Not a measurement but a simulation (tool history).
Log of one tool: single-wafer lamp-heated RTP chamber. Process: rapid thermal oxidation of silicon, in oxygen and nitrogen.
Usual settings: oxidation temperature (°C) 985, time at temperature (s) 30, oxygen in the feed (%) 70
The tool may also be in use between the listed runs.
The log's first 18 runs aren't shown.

run,day,oxidation temperature (°C),time at temperature (s),oxygen in the feed (%),"read-back reference wafer on the same gauge, thickness",oxide thickness on the monitor wafer (Å)
19,64.067,985,30,44,3.717,32.08
20,68.250,985,30,70,3.714,36.42
# day 71.012: pyrometer window cleaned and pyrometer calibrated
21,79.808,985,37,70,3.715,39.31
22,82.825,977,19,70,3.715,29.80
23,85.233,985,30,42,3.713,31.69
24,96.038,996,39,55,3.712,40.21
25,98.229,985,19,52,3.711,28.99
26,101.817,970,38,93,3.712,39.21
27,104.117,985,30,70,3.711,36.32
# day 104.517: gauge calibrated
28,106.438,985,30,70,3.776,37.04
# day 109.838: pyrometer window cleaned and pyrometer calibrated
29,109.858,995,30,60,3.770,37.57
30,114.021,985,21,42,3.769,29.00
31,116.479,995,30,60,3.765,37.53
32,120.238,985,30,70,3.762,36.84
33,123.854,985,30,70,3.757,36.79
34,127.733,985,30,70,3.752,36.69
35,132.167,974,21,70,3.754,30.47
36,140.571,985,30,44,3.747,32.50
37,143.642,956,41,44,3.745,30.82
# day 145.458: pyrometer window cleaned and pyrometer calibrated
38,146.688,985,30,70,3.742,36.67

3 ways to go on from here, each from the tool as it stands after run 38. What would each give?
A,146.704,966,30,70,?,?
B,146.704,998,37,70,?,?
C,146.704,985,30,61,?,?

run,"read-back reference wafer on the same gauge, thickness",oxide thickness on the monitor wafer (Å)
A,3.745,32.85
B,3.745,43.47
C,3.745,35.41
Without the tool's hidden state the same runs would have given:
run,oxide thickness on the monitor wafer (Å)
A,33.08
B,43.77
C,35.65
